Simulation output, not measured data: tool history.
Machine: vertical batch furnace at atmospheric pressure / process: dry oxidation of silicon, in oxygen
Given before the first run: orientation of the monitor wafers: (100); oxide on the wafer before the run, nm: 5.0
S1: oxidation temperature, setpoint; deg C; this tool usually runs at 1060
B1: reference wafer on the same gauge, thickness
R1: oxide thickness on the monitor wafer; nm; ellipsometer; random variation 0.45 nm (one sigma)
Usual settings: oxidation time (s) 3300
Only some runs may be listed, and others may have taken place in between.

run 1 hour=0.0 | S1=1060 oxidation_time_(s)=3840 | B1=71.16 | R1=90.08
-- hour=40.4 gauge calibrated
run 2 hour=55.1 | S1=1060 oxidation_time_(s)=3840 | B1=71.27 | R1=90.64
run 3 hour=140.6 | S1=1060 oxidation_time_(s)=3840 | B1=71.27 | R1=90.83
run 4 hour=246.9 | S1=1072 oxidation_time_(s)=3300 | B1=71.27 | R1=89.72
run 5 hour=505.8 | S1=1072 oxidation_time_(s)=3300 | B1=71.18 | R1=89.36
run 6 hour=548.8 | S1=1072 oxidation_time_(s)=3300 | B1=71.17 | R1=90.85
run 7 hour=741.6 | S1=1060 oxidation_time_(s)=4350 | B1=71.15 | R1=98.48
run 8 hour=793.2 | S1=1060 oxidation_time_(s)=2730 | B1=71.19 | R1=73.73
-- hour=877.4 thermocouples replaced and temperature profile calibrated
run 9 hour=877.9 | S1=1060 oxidation_time_(s)=2730 | B1=71.22 | R1=70.77
run 10 hour=941.4 | S1=1060 oxidation_time_(s)=3300 | B1=71.19 | R1=79.80
run 11 hour=1027.9 | S1=1060 oxidation_time_(s)=3300 | B1=71.27 | R1=80.12
-- hour=1103.5 boat lift adjusted
run 12 hour=1132.2 | S1=1060 oxidation_time_(s)=3300 | B1=71.25 | R1=80.66
run 13 hour=1188.1 | S1=1052 oxidation_time_(s)=2640 | B1=71.24 | R1=65.43
run 14 hour=1280.3 | S1=1052 oxidation_time_(s)=2640 | B1=71.23 | R1=65.25
run 15 hour=1325.6 | S1=1052 oxidation_time_(s)=2640 | B1=71.21 | R1=65.29
run 16 hour=1408.4 | S1=1060 oxidation_time_(s)=3300 | B1=71.16 | R1=80.61
run 17 hour=1459.6 | S1=1060 oxidation_time_(s)=3300 | B1=71.20 | R1=80.81
run 18 hour=1521.9 | S1=1060 oxidation_time_(s)=3300 | B1=71.22 | R1=80.39
run 19 hour=1584.0 | S1=1060 oxidation_time_(s)=3300 | B1=71.16 | R1=80.79
run 20 hour=1640.1 | S1=1060 oxidation_time_(s)=3300 | B1=71.15 | R1=82.14
run 21 hour=1717.6 | S1=1070 oxidation_time_(s)=1770 | B1=71.25 | R1=60.28
run 22 hour=1798.6 | S1=1060 oxidation_time_(s)=3300 | B1=71.22 | R1=81.67
run 23 hour=1900.7 | S1=1072 oxidation_time_(s)=2040 | B1=71.15 | R1=67.05
-- hour=1930.1 gauge calibrated
run 24 hour=1951.4 | S1=1051 oxidation_time_(s)=2670 | B1=71.13 | R1=66.45
run 25 hour=2237.9 | S1=1060 oxidation_time_(s)=4230 | B1=71.18 | R1=95.70
run 26 hour=2306.6 | S1=1060 oxidation_time_(s)=3300 | B1=71.27 | R1=81.85
run 27 hour=2366.7 | S1=1078 oxidation_time_(s)=4530 | B1=71.16 | R1=114.65
run 28 hour=2423.3 | S1=1044 oxidation_time_(s)=4440 | B1=71.15 | R1=87.19
run 29 hour=2474.4 | S1=1041 oxidation_time_(s)=4560 | B1=71.14 | R1=86.18
run 30 hour=2535.2 | S1=1060 oxidation_time_(s)=3300 | B1=71.21 | R1=81.07
run 31 hour=2594.1 | S1=1048 oxidation_time_(s)=4620 | B1=71.15 | R1=91.53
run 32 hour=2669.7 | S1=1060 oxidation_time_(s)=2640 | B1=71.19 | R1=72.08
run 33 hour=2775.0 | S1=1078 oxidation_time_(s)=3300 | B1=71.13 | R1=94.56
run 34 hour=2816.0 | S1=1060 oxidation_time_(s)=3300 | B1=71.28 | R1=82.79
run 35 hour=2873.5 | S1=1060 oxidation_time_(s)=3750 | B1=71.26 | R1=90.01
run 36 hour=2923.2 | S1=1060 oxidation_time_(s)=4620 | B1=71.21 | R1=102.13
run 37 hour=3024.5 | S1=1060 oxidation_time_(s)=3300 | B1=71.21 | R1=82.24
run 38 hour=3114.7 | S1=1074 oxidation_time_(s)=2040 | B1=71.17 | R1=68.28

Results for each run, recomputed without the tool's hidden state and with each run's random variation untouched:
What the log doesn't record here: true tube temperature minus thermocouple reading, K; monitor wafer colder than the profiled boat position, K; gauge reads high (%).
run=1 R1=87.10
run=2 R1=87.63
run=3 R1=87.80
run=4 R1=86.80
run=5 R1=86.41
run=6 R1=87.84
run=7 R1=95.09
run=8 R1=71.14
run=9 R1=70.52
run=10 R1=79.41
run=11 R1=79.58
run=12 R1=79.94
run=13 R1=64.75
run=14 R1=64.46
run=15 R1=64.44
run=16 R1=79.49
run=17 R1=79.61
run=18 R1=79.12
run=19 R1=79.44
run=20 R1=80.70
run=21 R1=59.19
run=22 R1=80.06
run=23 R1=65.69
run=24 R1=64.97
run=25 R1=93.38
run=26 R1=79.79
run=27 R1=111.90
run=28 R1=84.80
run=29 R1=83.76
run=30 R1=78.87
run=31 R1=88.93
run=32 R1=70.03
run=33 R1=91.96
run=34 R1=80.37
run=35 R1=87.36
run=36 R1=99.13
run=37 R1=79.73
run=38 R1=66.23

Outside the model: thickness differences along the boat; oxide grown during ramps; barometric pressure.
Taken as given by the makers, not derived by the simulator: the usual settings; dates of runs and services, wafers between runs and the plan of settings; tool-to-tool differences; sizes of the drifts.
